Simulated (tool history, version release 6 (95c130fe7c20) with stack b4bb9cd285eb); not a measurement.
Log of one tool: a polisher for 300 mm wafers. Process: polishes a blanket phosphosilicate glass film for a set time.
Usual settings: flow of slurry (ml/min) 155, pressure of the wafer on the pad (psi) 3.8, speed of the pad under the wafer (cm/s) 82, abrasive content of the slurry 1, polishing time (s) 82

run   hour  flow of slurry (ml/min)  pressure of the wafer on the pad (psi)  speed of the pad under the wafer (cm/s)  abrasive content of the slurry  polishing time (s)  wafers since the last listed run  wafers polished on this pad  hours since the slurry nozzle was cleaned  hours since the head pressure was calibrated  hours since the slurry blender was calibrated  hours since the conditioning disc was replaced  incoming thickness of the incoming film, nm  film removed (Å)
  1      0                      155                                     4.6                                       82                               1                  89                                 0                           47                                      583.3                                           641                                          333.1                                           321.1                                       2816.5              6551
  2   17.8                      155                                     4.6                                       82                               1                  89                               219                          266                                      601.1                                         658.8                                          350.9                                           338.9                                       2844.6              6502
  3   31.2                      155                                     4.6                                       82                               1                  89                               165                          431                                      614.5                                         672.2                                          364.3                                           352.3                                         2799              6583
  4   39.5                      155                                     3.8                                       82                               1                  82                               102                          534                                      622.8                                         680.5                                          372.6                                           360.6                                       2782.8              5228
  5   47.5                      155                                     3.8                                       82                               1                  82                                98                          632                                      630.8                                         688.5                                          380.6                                           368.6                                       2756.6              5208
  6   55.6                      155                                     3.8                                       82                               1                  82                                99                          732                                      638.9                                         696.6                                          388.7                                           376.7                                       2759.6              5063
  7   67.5                      155                                     3.8                                       82                               1                  82                               146                          879                                      650.8                                         708.5                                          400.6                                           388.6                                       2807.6              5013
  8   79.2                      155                                     3.8                                       82                               1                  82                               144                         1023                                      662.5                                         720.2                                          412.3                                           400.3                                       2769.8              5066
  9   85.3                      155                                     3.8                                       82                               1                  82                                75                         1098                                      668.6                                         726.3                                          418.4                                           406.4                                       2798.3              5103
     112.1  -- conditioning disc replaced and pad reconditioned
     116.2  -- worn pad replaced by a new one
 10  134.6                      155                                     3.8                                       82                               1                  82                               533                          226                                      717.9                                         775.6                                          467.7                                            22.5                                       2770.9              4949
 11  150.1                      155                                     3.8                                       62                               1                  82                               190                          417                                      733.4                                         791.1                                          483.2                                              38                                       2769.6              3951
     167.2  -- slurry blender recalibrated
 12  167.7                      155                                     3.8                                       82                               1                  82                               192                          609                                        751                                         808.7                                            0.5                                            55.6                                       2770.8              5841
     203.1  -- slurry nozzle cleaned
 13  212.6                      155                                     3.8                                       70                               1                  82                               540                         1150                                        9.5                                         853.6                                           45.4                                           100.5                                       2744.3              5080
 14  228.4                      155                                     3.4                                       82                               1                  73                               194                         1344                                       25.3                                         869.4                                           61.2                                           116.3                                       2794.3              4724
 15  234.6                      155                                     2.9                                       82                               1                 102                                76                         1421                                       31.5                                         875.6                                           67.4                                           122.5                                       2800.9              6084
     240.9  -- worn pad replaced by a new one
     252.8  -- head pressure recalibrated
 16  253.3                      100                                     3.8                                       82                            0.85                  82                               156                          128                                       50.2                                           0.5                                           86.1                                           141.2                                       2752.4              4879
 17  258.7                      155                                     3.8                                       82                               1                  82                                66                          194                                       55.6                                           5.9                                           91.5                                           146.6                                       2755.5              5658
 18  270.1                      155                                     3.8                                       82                             0.8                  75                               140                          335                                         67                                          17.3                                          102.9                                             158                                       2740.5              4617
 19    288                      155                                       5                                       82                             1.1                  54                               220                          555                                       84.9                                          35.2                                          120.8                                           175.9                                       2793.4              4525
 20  306.2                      155                                     3.8                                       96                             1.1                  68                               224                          779                                      103.1                                          53.4                                            139                                           194.1                                       2768.4              5438
 21  319.1                      155                                       5                                       82                             1.1                  54                               158                          938                                        116                                          66.3                                          151.9                                             207                                       2759.3              4659

Hidden state at the last listed run before each entry between runs and at the first one after, where it differs:
Between runs 9 and 10: conditioning disc replaced and pad reconditioned (hour 112.1); worn pad replaced by a new one (hour 116.2)
  abrasive missing from the slurry, %: 26.4 -> 29.3
  measured less the result without the state, film removed (Å): -808 -> -904
Between runs 11 and 12: slurry blender recalibrated (hour 167.2)
  abrasive missing from the slurry, %: 30.2 -> 4.02
  measured less the result without the state, film removed (Å): -754 -> -109
Between runs 12 and 13: slurry nozzle cleaned (hour 203.1)
  abrasive missing from the slurry, %: 4.02 -> 6.65
  measured less the result without the state, film removed (Å): -109 -> -161
Between runs 15 and 16: worn pad replaced by a new one (hour 240.9); head pressure recalibrated (hour 252.8)
  abrasive missing from the slurry, %: 7.94 -> 9.04
  measured less the result without the state, film removed (Å): -234 -> -235
